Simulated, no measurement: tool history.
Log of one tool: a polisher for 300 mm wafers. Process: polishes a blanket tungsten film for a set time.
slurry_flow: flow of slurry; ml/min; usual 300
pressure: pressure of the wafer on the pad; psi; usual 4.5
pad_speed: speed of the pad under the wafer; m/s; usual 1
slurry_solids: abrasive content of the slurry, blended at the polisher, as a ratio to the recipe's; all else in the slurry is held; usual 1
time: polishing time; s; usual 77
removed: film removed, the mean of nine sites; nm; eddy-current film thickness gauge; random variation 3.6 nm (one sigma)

run	hour	slurry_flow	pressure	pad_speed	slurry_solids	time	incoming thickness of the incoming film, nm	removed
1	0	300	3.8	1	1	77	1412.5	315.6
# hour 16: worn pad replaced by a new one
2	24.2	300	3.8	1	1	77	1381.1	317.3
3	55.2	300	4.5	0.78	1	77	1399	279.5
# hour 57.4: slurry tank refilled with fresh slurry and peroxide
4	73.2	300	4.5	0.78	1	77	1411.7	313.4
5	91	300	4.5	1	1	77	1407.6	392.4
# hour 95.1: slurry blender recalibrated
6	104.4	300	4.5	1	1	77	1420.8	397.8
# hour 110.6: head pressure recalibrated
7	117	300	4.5	1	1	77	1420.3	395.3
8	136.2	300	4.5	1	1	77	1419.8	391
9	149.2	300	4.5	1	1	77	1401.9	381.2
10	179.8	400	4.5	1	1	77	1401.9	391.9
# hour 196.9: worn pad replaced by a new one
11	199	300	4.5	1	1	77	1383.5	371.3
12	227.4	300	4.5	1.2	1	77	1396.1	431.8
# hour 239.1: slurry tank refilled with fresh slurry and peroxide
13	261.6	300	4.5	1	1	77	1393.4	403.4
14	280	270	4.5	0.9	0.75	95	1428.6	404.7
15	315.9	300	4.5	1	1	77	1407.7	382.1
# hour 348: worn pad replaced by a new one
16	348.5	240	4.5	1	1	77	1409.1	374.2
# hour 362.9: slurry blender recalibrated
17	372.8	300	4.5	1	1	77	1400.6	372.8
# hour 400.4: slurry nozzle cleaned
18	405.4	300	4.5	1	1	77	1389.6	365
19	418.9	300	4.5	1	1	77	1397.2	355.7
# hour 428.6: slurry tank refilled with fresh slurry and peroxide
20	439.2	205	4.5	1	1	88	1382.1	439.7
21	452.6	300	4.5	1	1	77	1403.3	398.8
22	486.9	300	4.5	1.28	1.3	77	1409.6	537.6
# hour 496.9: worn pad replaced by a new one
23	516.7	365	4.5	1	1	77	1403.8	391.1
24	530.4	250	3.4	1.34	1.25	77	1374.9	400.5
25	545.6	300	4.5	0.7	1	77	1402.2	266.4
26	574.1	300	6	1	0.85	77	1406.1	471.2

4 ways to go on from here, each from the tool as it stands after run 26. What would each give?
A	574.6	300	4.5	1	1	77	1373.5	?
B	574.6	325	4.5	1	1	77	1373.5	?
C	574.6	195	4.5	1	1	77	1373.5	?
D	574.6	300	3.1	1	1	77	1373.5	?

run	removed
A	368.6
B	370.9
C	353.7
D	256.8
Without the tool's hidden state the same runs would have given:
run	removed
A	412.3
B	414.9
C	395.7
D	287.2

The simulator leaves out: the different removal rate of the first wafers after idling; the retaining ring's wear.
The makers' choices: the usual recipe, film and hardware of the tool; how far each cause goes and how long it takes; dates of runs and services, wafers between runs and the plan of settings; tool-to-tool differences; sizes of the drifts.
